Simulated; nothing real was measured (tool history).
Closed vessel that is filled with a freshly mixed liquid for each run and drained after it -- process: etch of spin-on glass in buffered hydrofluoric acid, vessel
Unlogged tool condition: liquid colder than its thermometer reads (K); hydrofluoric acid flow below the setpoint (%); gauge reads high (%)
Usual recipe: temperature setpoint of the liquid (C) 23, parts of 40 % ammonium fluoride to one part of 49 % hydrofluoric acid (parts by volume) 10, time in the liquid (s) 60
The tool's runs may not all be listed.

| run | hour | temperature setpoint of the liquid (C) | parts of 40 % ammonium fluoride to one part of 49 % hydrofluoric acid (parts by volume) | time in the liquid (s) | wafers since the last listed run | hours since the thermometer was replaced | hours since the hydrofluoric acid flow meter was replaced | hours since the gauge calibration | read-back film thickness of the spin-on glass reference wafer, read on the same gauge (nm) | thickness taken off the spin-on glass on a monitor wafer (Å) |
|---|---|---|---|---|---|---|---|---|---|---|
| 1 | 0 | 23 | 10 | 60 | 0 | 827.3 | 1443.1 | 651.1 | 80.01 | 2017.2 |
| 2 | 54.6 | 23 | 10 | 60 | 6279 | 881.9 | 1497.7 | 705.7 | 80.01 | 2014.8 |
| 3 | 121.6 | 23 | 10 | 60 | 7706 | 948.9 | 1564.7 | 772.7 | 80.01 | 2011.3 |
| 4 | 219.3 | 23 | 10 | 60 | 11237 | 1046.6 | 1662.4 | 870.4 | 79.99 | 1993 |
| 5 | 316 | 21 | 10 | 60 | 11122 | 1143.3 | 1759.1 | 967.1 | 79.99 | 1792.8 |
|  | 349.1 | gauge calibrated |
| 6 | 401.1 | 21 | 10 | 60 | 9787 | 1228.4 | 1844.2 | 52 | 79.99 | 1796 |
| 7 | 491.6 | 23 | 10 | 60 | 10409 | 1318.9 | 1934.7 | 142.5 | 80 | 1986.4 |
|  | 550 | hydrofluoric acid flow meter replaced |
| 8 | 599.3 | 18 | 13.5 | 60 | 12272 | 1426.6 | 49.3 | 250.2 | 80 | 1167.2 |
| 9 | 696.1 | 26 | 7 | 40 | 11133 | 1523.4 | 146.1 | 347 | 79.99 | 2254.5 |
| 10 | 748.8 | 24.5 | 6.5 | 40 | 6061 | 1576.1 | 198.8 | 399.7 | 80.02 | 2230.3 |
| 11 | 810.5 | 23 | 10 | 60 | 7096 | 1637.8 | 260.5 | 461.4 | 79.99 | 2048.7 |
|  | 818.1 | thermometer replaced |
| 12 | 860.1 | 28 | 12.5 | 60 | 5589 | 42 | 310.1 | 511 | 80.01 | 2165.8 |
| 13 | 929 | 27 | 6 | 90 | 7924 | 110.9 | 379 | 579.9 | 79.97 | 6141.2 |
| 14 | 1026.8 | 23 | 10 | 35 | 11248 | 208.7 | 476.8 | 677.7 | 79.98 | 1200.6 |

4 ways to go on from here, each from the tool as it stands after run 14. What would each give?
| A | 1027.5 | 23 | 6.5 | 60 | 80 | 209.4 | 477.5 | 678.4 | ? | ? |
| B | 1027.5 | 23 | 8 | 35 | 80 | 209.4 | 477.5 | 678.4 | ? | ? |
| C | 1027.5 | 21.5 | 13.5 | 85 | 80 | 209.4 | 477.5 | 678.4 | ? | ? |
| D | 1027.5 | 19.5 | 13 | 60 | 80 | 209.4 | 477.5 | 678.4 | ? | ? |

| run | read-back film thickness of the spin-on glass reference wafer, read on the same gauge (nm) | thickness taken off the spin-on glass on a monitor wafer (Å) |
|---|---|---|
| A | 80.01 | 3076.5 |
| B | 80.01 | 1453.4 |
| C | 80.01 | 1998.3 |
| D | 80.01 | 1309.1 |
Had the tool no hidden state, the same runs would have come out as:
| run | thickness taken off the spin-on glass on a monitor wafer (Å) |
|---|---|
| A | 3103.6 |
| B | 1469.6 |
| C | 2018.4 |
| D | 1322.2 |

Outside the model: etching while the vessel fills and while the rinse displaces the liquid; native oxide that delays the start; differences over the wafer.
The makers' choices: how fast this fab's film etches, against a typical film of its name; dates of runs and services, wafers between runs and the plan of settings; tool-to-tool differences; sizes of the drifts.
